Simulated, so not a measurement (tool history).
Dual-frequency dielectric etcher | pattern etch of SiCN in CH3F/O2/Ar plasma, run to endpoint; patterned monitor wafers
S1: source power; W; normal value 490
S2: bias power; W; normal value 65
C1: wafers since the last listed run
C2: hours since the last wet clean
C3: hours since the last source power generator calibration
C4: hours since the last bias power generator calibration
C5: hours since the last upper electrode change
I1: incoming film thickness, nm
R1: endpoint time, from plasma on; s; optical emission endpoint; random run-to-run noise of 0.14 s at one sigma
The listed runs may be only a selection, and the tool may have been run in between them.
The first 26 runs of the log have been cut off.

run      day   S1  S2    C1     C2      C3      C4     C5     I1    R1
 27   97.162  430  74  1148  561.7   641.3   824.9  270.5  10.28  26.5
     100.654  -- wet clean of the chamber
 28  100.675  570  58   972    0.5   725.6   909.2  354.8  10.17  26.1
 29  102.333  490  57   641   40.3   765.4     949  394.6   10.2  27.9
 30  106.242  550  65  1512  134.1   859.2  1042.8  488.4  10.14  25.2
 31  109.033  440  65  1080  201.1   926.2  1109.8  555.4  10.15  27.9
 32  111.788  590  72  1065  267.2   992.3  1175.9  621.5   10.2  24.3
 33   114.15  580  65   914  323.9    1049  1232.6  678.2  10.19  24.9
 34  118.033  490  65  1503  417.1  1142.2  1325.8  771.4  10.16  26.3

Below are 5 alternative next runs, each starting from the tool's condition after run 34. Predict each:
  A  118.05  490  65   6  417.5  1142.6  1326.2  771.8  10.21   ?
  B  118.05  530  55   6  417.5  1142.6  1326.2  771.8  10.21   ?
  C  118.05  590  73   6  417.5  1142.6  1326.2  771.8  10.21   ?
  D  118.05  570  72   6  417.5  1142.6  1326.2  771.8  10.21   ?
  E  118.05  420  54   6  417.5  1142.6  1326.2  771.8  10.21   ?

run    R1
  A  26.4
  B  26.9
  C  23.8
  D  24.2
  E  29.5
Had the tool no hidden state, the same runs would have come out as:
run    R1
  A  26.9
  B  27.4
  C  24.3
  D  24.7
  E    30
